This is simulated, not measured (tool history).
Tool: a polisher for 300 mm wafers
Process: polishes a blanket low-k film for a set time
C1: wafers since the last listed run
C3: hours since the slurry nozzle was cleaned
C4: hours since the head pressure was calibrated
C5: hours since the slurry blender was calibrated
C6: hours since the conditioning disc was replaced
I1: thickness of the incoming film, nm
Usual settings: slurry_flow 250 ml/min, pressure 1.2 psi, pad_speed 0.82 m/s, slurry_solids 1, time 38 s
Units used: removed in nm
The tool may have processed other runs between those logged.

run 1 hour=0 | slurry_flow=250 pressure=1.2 pad_speed=0.82 slurry_solids=1 time=38 | C1=0 wafers_polished_on_this_pad=4609 C3=485.1 C4=939 C5=98.4 C6=279.1 | I1=566.5 | removed=8.6
-- hour=8.5 slurry nozzle cleaned
run 2 hour=50.1 | slurry_flow=250 pressure=1.2 pad_speed=0.82 slurry_solids=1 time=38 | C1=624 wafers_polished_on_this_pad=5233 C3=41.6 C4=989.1 C5=148.5 C6=329.2 | I1=561.9 | removed=8.6
run 3 hour=85.4 | slurry_flow=250 pressure=1.2 pad_speed=0.82 slurry_solids=1 time=38 | C1=449 wafers_polished_on_this_pad=5683 C3=76.9 C4=1024.4 C5=183.8 C6=364.5 | I1=573.1 | removed=8.6
-- hour=120 worn pad replaced by a new one, of another model than before
-- hour=125.3 conditioning disc replaced and pad reconditioned
run 4 hour=134.5 | slurry_flow=250 pressure=1.2 pad_speed=0.82 slurry_solids=1 time=38 | C1=548 wafers_polished_on_this_pad=159 C3=126 C4=1073.5 C5=232.9 C6=9.2 | I1=569.7 | removed=9.2
-- hour=285.5 head pressure recalibrated
-- hour=336.8 slurry blender recalibrated
run 5 hour=343.8 | slurry_flow=250 pressure=1.2 pad_speed=0.82 slurry_solids=1 time=44 | C1=2611 wafers_polished_on_this_pad=2771 C3=335.3 C4=58.3 C5=7 C6=218.5 | I1=566.4 | removed=10.2
run 6 hour=380.1 | slurry_flow=295 pressure=1.2 pad_speed=0.82 slurry_solids=1.1 time=38 | C1=461 wafers_polished_on_this_pad=3233 C3=371.6 C4=94.6 C5=43.3 C6=254.8 | I1=573.7 | removed=9.3
run 7 hour=407.5 | slurry_flow=295 pressure=1.2 pad_speed=0.82 slurry_solids=1.25 time=48 | C1=348 wafers_polished_on_this_pad=3581 C3=399 C4=122 C5=70.7 C6=282.2 | I1=570.5 | removed=12.4
-- hour=426.1 slurry nozzle cleaned
run 8 hour=440.1 | slurry_flow=250 pressure=1.2 pad_speed=0.58 slurry_solids=1 time=42 | C1=402 wafers_polished_on_this_pad=3983 C3=14 C4=154.6 C5=103.3 C6=314.8 | I1=576.8 | removed=8
run 9 hour=507.1 | slurry_flow=305 pressure=0.9 pad_speed=0.92 slurry_solids=0.9 time=38 | C1=852 wafers_polished_on_this_pad=4836 C3=81 C4=221.6 C5=170.3 C6=381.8 | I1=568.2 | removed=6.8
-- hour=530.7 conditioning disc replaced and pad reconditioned
run 10 hour=547.3 | slurry_flow=250 pressure=1.2 pad_speed=1.04 slurry_solids=1 time=38 | C1=485 wafers_polished_on_this_pad=5322 C3=121.2 C4=261.8 C5=210.5 C6=16.6 | I1=566.2 | removed=10.4
run 11 hour=608.2 | slurry_flow=250 pressure=1.2 pad_speed=1.04 slurry_solids=0.85 time=38 | C1=774 wafers_polished_on_this_pad=6096 C3=182.1 C4=322.7 C5=271.4 C6=77.5 | I1=576.5 | removed=9.5
-- hour=620.7 worn pad replaced by a new one
run 12 hour=644.5 | slurry_flow=280 pressure=1.2 pad_speed=1.1 slurry_solids=0.85 time=27 | C1=410 wafers_polished_on_this_pad=302 C3=218.4 C4=359 C5=307.7 C6=113.8 | I1=576.8 | removed=6.9
run 13 hour=683.6 | slurry_flow=250 pressure=1.1 pad_speed=0.82 slurry_solids=1 time=38 | C1=497 wafers_polished_on_this_pad=799 C3=257.5 C4=398.1 C5=346.8 C6=152.9 | I1=574.3 | removed=8
run 14 hour=729.9 | slurry_flow=250 pressure=0.8 pad_speed=0.68 slurry_solids=1 time=38 | C1=589 wafers_polished_on_this_pad=1388 C3=303.8 C4=444.4 C5=393.1 C6=199.2 | I1=562.3 | removed=5.3
-- hour=740.6 slurry blender recalibrated
run 15 hour=767.1 | slurry_flow=250 pressure=1.2 pad_speed=0.82 slurry_solids=1 time=38 | C1=447 wafers_polished_on_this_pad=1836 C3=341 C4=481.6 C5=26.5 C6=236.4 | I1=559 | removed=8.6
run 16 hour=822.6 | slurry_flow=250 pressure=1 pad_speed=0.74 slurry_solids=1 time=46 | C1=706 wafers_polished_on_this_pad=2542 C3=396.5 C4=537.1 C5=82 C6=291.9 | I1=571.3 | removed=8.3
run 17 hour=850.9 | slurry_flow=315 pressure=1.2 pad_speed=0.82 slurry_solids=1.25 time=38 | C1=360 wafers_polished_on_this_pad=2902 C3=424.8 C4=565.4 C5=110.3 C6=320.2 | I1=572 | removed=9.7
-- hour=870.3 slurry nozzle cleaned
run 18 hour=890.8 | slurry_flow=250 pressure=1.2 pad_speed=0.88 slurry_solids=1 time=38 | C1=494 wafers_polished_on_this_pad=3397 C3=20.5 C4=605.3 C5=150.2 C6=360.1 | I1=564.4 | removed=8.9
run 19 hour=938.3 | slurry_flow=250 pressure=0.8 pad_speed=0.82 slurry_solids=1 time=32 | C1=604 wafers_polished_on_this_pad=4001 C3=68 C4=652.8 C5=197.7 C6=407.6 | I1=559.4 | removed=4.9
run 20 hour=993 | slurry_flow=250 pressure=0.9 pad_speed=0.82 slurry_solids=0.75 time=38 | C1=695 wafers_polished_on_this_pad=4697 C3=122.7 C4=707.5 C5=252.4 C6=462.3 | I1=563.1 | removed=5.6
-- hour=1025.3 conditioning disc replaced and pad reconditioned
run 21 hour=1047.7 | slurry_flow=250 pressure=1.2 pad_speed=0.82 slurry_solids=1 time=38 | C1=670 wafers_polished_on_this_pad=5368 C3=177.4 C4=762.2 C5=307.1 C6=22.4 | I1=566.9 | removed=9.2
-- hour=1075.5 worn pad replaced by a new one
run 22 hour=1086.1 | slurry_flow=330 pressure=1 pad_speed=0.82 slurry_solids=1.2 time=38 | C1=437 wafers_polished_on_this_pad=134 C3=215.8 C4=800.6 C5=345.5 C6=60.8 | I1=571.4 | removed=8.3
run 23 hour=1124.7 | slurry_flow=250 pressure=1.2 pad_speed=0.82 slurry_solids=1 time=38 | C1=491 wafers_polished_on_this_pad=625 C3=254.4 C4=839.2 C5=384.1 C6=99.4 | I1=566 | removed=8.9
-- hour=1139.7 slurry blender recalibrated
run 24 hour=1163.9 | slurry_flow=250 pressure=1.2 pad_speed=0.82 slurry_solids=1 time=38 | C1=473 wafers_polished_on_this_pad=1099 C3=293.6 C4=878.4 C5=24.2 C6=138.6 | I1=569.9 | removed=8.9
run 25 hour=1196.5 | slurry_flow=250 pressure=1.2 pad_speed=0.82 slurry_solids=1 time=38 | C1=414 wafers_polished_on_this_pad=1513 C3=326.2 C4=911 C5=56.8 C6=171.2 | I1=565.6 | removed=8.7

Below are 4 alternative next runs, each starting from the tool's condition after run 25. Predict each:
run A hour=1196.9 | slurry_flow=215 pressure=1.2 pad_speed=0.82 slurry_solids=1 time=38 | C1=5 wafers_polished_on_this_pad=1518 C3=326.6 C4=911.4 C5=57.2 C6=171.6 | I1=562.7 | removed=?
run B hour=1196.9 | slurry_flow=210 pressure=1.2 pad_speed=0.82 slurry_solids=1 time=38 | C1=5 wafers_polished_on_this_pad=1518 C3=326.6 C4=911.4 C5=57.2 C6=171.6 | I1=562.7 | removed=?
run C hour=1196.9 | slurry_flow=250 pressure=0.9 pad_speed=0.72 slurry_solids=1 time=38 | C1=5 wafers_polished_on_this_pad=1518 C3=326.6 C4=911.4 C5=57.2 C6=171.6 | I1=562.7 | removed=?
run D hour=1196.9 | slurry_flow=250 pressure=1.4 pad_speed=1 slurry_solids=1 time=38 | C1=5 wafers_polished_on_this_pad=1518 C3=326.6 C4=911.4 C5=57.2 C6=171.6 | I1=562.7 | removed=?

run=A removed=8.7
run=B removed=8.7
run=C removed=6.2
run=D removed=11.4
Had the tool no hidden state, the same runs would have come out as:
run=A removed=9.3
run=B removed=9.3
run=C removed=6.5
run=D removed=12.4
